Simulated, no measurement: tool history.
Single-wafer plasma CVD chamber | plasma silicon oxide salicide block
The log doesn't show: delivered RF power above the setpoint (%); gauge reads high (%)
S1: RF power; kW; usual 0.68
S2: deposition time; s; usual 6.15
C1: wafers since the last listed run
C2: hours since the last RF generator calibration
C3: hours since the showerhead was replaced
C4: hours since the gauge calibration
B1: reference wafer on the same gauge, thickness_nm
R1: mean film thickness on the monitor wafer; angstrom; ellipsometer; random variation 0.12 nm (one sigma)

Run 1, hour 0: usual settings; C1 0; C2 1137; C3 5615.9; C4 316.1; B1 76.401. Result: R1 677.94 angstrom.
Run 2, hour 7.5: usual settings; C1 259; C2 1144.5; C3 5623.4; C4 323.6; B1 76.401. Result: R1 677.83 angstrom.
Run 3, hour 17.3: usual settings; C1 338; C2 1154.3; C3 5633.2; C4 333.4; B1 76.365. Result: R1 674.15 angstrom.
Run 4, hour 25.7: usual settings; C1 290; C2 1162.7; C3 5641.6; C4 341.8; B1 76.414. Result: R1 675.39 angstrom.
Run 5, hour 36.1: usual settings; C1 359; C2 1173.1; C3 5652; C4 352.2; B1 76.359. Result: R1 673.84 angstrom.
Run 6, hour 69.1: usual settings; C1 1139; C2 1206.1; C3 5685; C4 385.2; B1 76.401. Result: R1 674.96 angstrom.
Run 7, hour 81: usual settings; C1 411; C2 1218; C3 5696.9; C4 397.1; B1 76.392. Result: R1 674.55 angstrom.
Run 8, hour 98.4: usual settings; C1 601; C2 1235.4; C3 5714.3; C4 414.5; B1 76.439. Result: R1 676.32 angstrom.
Run 9, hour 111: usual settings; C1 435; C2 1248; C3 5726.9; C4 427.1; B1 76.399. Result: R1 670.51 angstrom.
Run 10, hour 125.7: usual settings but S2 5.6 s; C1 507; C2 1262.7; C3 5741.6; C4 441.8; B1 76.392. Result: R1 612.4 angstrom.
At hour 132.9: gauge calibrated.
Run 11, hour 137.1: usual settings; C1 393; C2 1274.1; C3 5753; C4 4.2; B1 76.354. Result: R1 672.4 angstrom.
Run 12, hour 147.2: usual settings; C1 348; C2 1284.2; C3 5763.1; C4 14.3; B1 76.393. Result: R1 671.71 angstrom.
Run 13, hour 163.6: usual settings; C1 566; C2 1300.6; C3 5779.5; C4 30.7; B1 76.391. Result: R1 672.38 angstrom.
At hour 173.7: RF generator calibrated.
Run 14, hour 177.7: usual settings but S1 0.715 kW; C1 210; C2 4; C3 5793.6; C4 44.8; B1 76.387. Result: R1 701.88 angstrom.
Run 15, hour 192.8: usual settings but S1 0.715 kW; C1 521; C2 19.1; C3 5808.7; C4 59.9; B1 76.406. Result: R1 702.42 angstrom.
Run 16, hour 199: usual settings but S1 0.715 kW; C1 214; C2 25.3; C3 5814.9; C4 66.1; B1 76.429. Result: R1 701.56 angstrom.
Run 17, hour 206.4: usual settings; C1 255; C2 32.7; C3 5822.3; C4 73.5; B1 76.431. Result: R1 689.55 angstrom.
Run 18, hour 217.5: usual settings; C1 383; C2 43.8; C3 5833.4; C4 84.6; B1 76.4. Result: R1 688.21 angstrom.
Run 19, hour 225.3: usual settings; C1 269; C2 51.6; C3 5841.2; C4 92.4; B1 76.407. Result: R1 687.55 angstrom.
Run 20, hour 232.7: usual settings but S1 0.72 kW, S2 5.25 s; C1 255; C2 59; C3 5848.6; C4 99.8; B1 76.416. Result: R1 600.46 angstrom.
Run 21, hour 245.4: usual settings but S1 0.63 kW; C1 438; C2 71.7; C3 5861.3; C4 112.5; B1 76.389. Result: R1 668.08 angstrom.
Run 22, hour 262.1: usual settings but S1 0.79 kW, S2 5.02 s; C1 576; C2 88.4; C3 5878; C4 129.2; B1 76.38. Result: R1 594.28 angstrom.
Run 23, hour 270.8: usual settings but S1 0.78 kW, S2 6.62 s; C1 300; C2 97.1; C3 5886.7; C4 137.9; B1 76.396. Result: R1 779.12 angstrom.
Run 24, hour 279.4: usual settings; C1 297; C2 105.7; C3 5895.3; C4 146.5; B1 76.401. Result: R1 688.08 angstrom.
At hour 289: showerhead replaced.
Run 25, hour 289.5: usual settings; C1 72; C2 115.8; C3 0.5; C4 156.6; B1 76.35. Result: R1 688.73 angstrom.
Run 26, hour 305.2: usual settings but S1 0.775 kW; C1 542; C2 131.5; C3 16.2; C4 172.3; B1 76.398. Result: R1 723.28 angstrom.
Run 27, hour 311.5: usual settings; C1 217; C2 137.8; C3 22.5; C4 178.6; B1 76.408. Result: R1 689.75 angstrom.
Run 28, hour 320: usual settings but S1 0.585 kW, S2 6.74 s; C1 293; C2 146.3; C3 31; C4 187.1; B1 76.368. Result: R1 712.06 angstrom.
Run 29, hour 335.1: usual settings; C1 521; C2 161.4; C3 46.1; C4 202.2; B1 76.397. Result: R1 686.88 angstrom.
Run 30, hour 343.3: usual settings but S2 5.76 s; C1 283; C2 169.6; C3 54.3; C4 210.4; B1 76.383. Result: R1 644.65 angstrom.
Run 31, hour 352.9: usual settings but S1 0.64 kW, S2 5.76 s; C1 331; C2 179.2; C3 63.9; C4 220; B1 76.404. Result: R1 630.5 angstrom.
Run 32, hour 362.2: usual settings but S1 0.635 kW; C1 321; C2 188.5; C3 73.2; C4 229.3; B1 76.396. Result: R1 672.36 angstrom.
Run 33, hour 375.7: usual settings but S2 7.09 s; C1 466; C2 202; C3 86.7; C4 242.8; B1 76.377. Result: R1 793.03 angstrom.
Run 34, hour 384.8: usual settings but S1 0.805 kW, S2 5.79 s; C1 314; C2 211.1; C3 95.8; C4 251.9; B1 76.387. Result: R1 689.57 angstrom.

4 ways to go on from here, each from the tool as it stands after run 34. What would each give?
Run A, hour 385.2: usual settings but S2 5.66 s; C1 13; C2 211.5; C3 96.2; C4 252.3; B1 ?. Result: R1 ?.
Run B, hour 385.2: usual settings but S2 5.79 s; C1 13; C2 211.5; C3 96.2; C4 252.3; B1 ?. Result: R1 ?.
Run C, hour 385.2: usual settings but S1 0.565 kW; C1 13; C2 211.5; C3 96.2; C4 252.3; B1 ?. Result: R1 ?.
Run D, hour 385.2: usual settings but S1 0.735 kW; C1 13; C2 211.5; C3 96.2; C4 252.3; B1 ?. Result: R1 ?.

run      B1      R1
  A  76.407  633.54
  B  76.407  648.09
  C  76.407  641.79
  D  76.407  708.28
Without the tool's hidden state the same runs would have given:
run      R1
  A   636.7
  B  651.32
  C  644.99
  D  711.82

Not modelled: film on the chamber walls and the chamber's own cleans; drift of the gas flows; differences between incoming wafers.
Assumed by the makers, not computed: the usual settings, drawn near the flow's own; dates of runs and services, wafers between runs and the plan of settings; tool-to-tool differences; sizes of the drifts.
